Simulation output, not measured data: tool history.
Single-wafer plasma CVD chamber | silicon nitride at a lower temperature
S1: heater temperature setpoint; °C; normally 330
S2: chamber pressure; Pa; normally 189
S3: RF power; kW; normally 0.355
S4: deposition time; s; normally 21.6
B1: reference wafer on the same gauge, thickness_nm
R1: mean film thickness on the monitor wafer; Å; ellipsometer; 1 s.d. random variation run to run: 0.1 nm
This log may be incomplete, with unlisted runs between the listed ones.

Run 1, hour 0.0: usual settings but S3 0.310 kW; B1 23.517. Result: R1 261.04 Å.
Run 2, hour 60.5: usual settings but S4 25.0 s; B1 23.495. Result: R1 321.07 Å.
Run 3, hour 116.4: usual settings but S4 25.0 s; B1 23.498. Result: R1 319.39 Å.
Run 4, hour 164.0: usual settings but S4 25.0 s; B1 23.497. Result: R1 318.46 Å.
Run 5, hour 266.4: usual settings but S2 156 Pa; B1 23.488. Result: R1 251.14 Å.
At hour 296.3: gauge calibrated.
Run 6, hour 322.5: usual settings; B1 23.504. Result: R1 274.22 Å.
Run 7, hour 418.9: usual settings but S1 337 °C, S2 160 Pa; B1 23.495. Result: R1 254.02 Å.
Run 8, hour 459.1: usual settings but S1 337 °C, S2 160 Pa; B1 23.494. Result: R1 251.09 Å.
At hour 491.9: showerhead replaced.
Run 9, hour 528.2: usual settings but S1 337 °C, S2 160 Pa; B1 23.503. Result: R1 249.80 Å.
Run 10, hour 566.3: usual settings but S2 200 Pa; B1 23.510. Result: R1 278.51 Å.
Run 11, hour 672.9: usual settings but S1 323 °C, S4 17.7 s; B1 23.488. Result: R1 220.35 Å.
Run 12, hour 744.0: usual settings but S1 320 °C, S2 201 Pa, S3 0.320 kW; B1 23.495. Result: R1 261.98 Å.
Run 13, hour 788.2: usual settings; B1 23.507. Result: R1 269.25 Å.
At hour 805.0: RF generator calibrated.
Run 14, hour 848.3: usual settings but S1 335 °C, S3 0.300 kW, S4 19.5 s; B1 23.482. Result: R1 233.09 Å.
At hour 869.2: thermocouple changed; heater temperature recalibrated.
Run 15, hour 952.9: usual settings but S1 321 °C, S3 0.390 kW, S4 18.6 s; B1 23.488. Result: R1 254.26 Å.
Run 16, hour 994.1: usual settings; B1 23.505. Result: R1 279.58 Å.
Run 17, hour 1081.9: usual settings but S3 0.410 kW, S4 24.0 s; B1 23.512. Result: R1 331.32 Å.
Run 18, hour 1178.2: usual settings but S1 336 °C, S2 216 Pa; B1 23.487. Result: R1 292.67 Å.
Run 19, hour 1226.1: usual settings but S1 315 °C; B1 23.502. Result: R1 276.91 Å.
At hour 1244.4: capacitance manometer re-zeroed and calibrated.
Run 20, hour 1268.3: usual settings but S1 337 °C, S2 168 Pa, S3 0.405 kW; B1 23.498. Result: R1 284.59 Å.
Run 21, hour 1307.1: usual settings; B1 23.497. Result: R1 280.23 Å.
Run 22, hour 1382.6: usual settings but S1 319 °C, S3 0.420 kW; B1 23.514. Result: R1 306.53 Å.
Run 23, hour 1463.5: usual settings but S1 338 °C, S2 161 Pa, S3 0.390 kW, S4 18.9 s; B1 23.507. Result: R1 237.54 Å.
Run 24, hour 1502.0: usual settings but S1 319 °C; B1 23.500. Result: R1 281.16 Å.
Run 25, hour 1609.5: usual settings but S1 343 °C, S2 223 Pa; B1 23.490. Result: R1 295.98 Å.
Run 26, hour 1669.2: usual settings but S4 19.4 s; B1 23.514. Result: R1 249.14 Å.
Run 27, hour 1759.2: usual settings but S1 317 °C, S2 229 Pa, S3 0.285 kW, S4 22.8 s; B1 23.487. Result: R1 282.54 Å.
Run 28, hour 1835.6: usual settings but S2 216 Pa; B1 23.485. Result: R1 291.74 Å.
Run 29, hour 1927.9: usual settings; B1 23.521. Result: R1 274.05 Å.

Branching from run 29: 3 alternative next runs. What would each branch give?
Run A, hour 1928.3: usual settings but S1 323 °C; B1 ?. Result: R1 ?.
Run B, hour 1928.3: usual settings but S2 161 Pa, S4 19.0 s; B1 ?. Result: R1 ?.
Run C, hour 1928.3: usual settings but S1 322 °C, S2 159 Pa, S3 0.295 kW, S4 17.5 s; B1 ?. Result: R1 ?.

run      B1      R1
  A  23.510  277.20
  B  23.510  226.52
  C  23.510  188.96
Had the tool no hidden state, the same runs would have come out as:
run      R1
  A  288.73
  B  236.03
  C  197.30
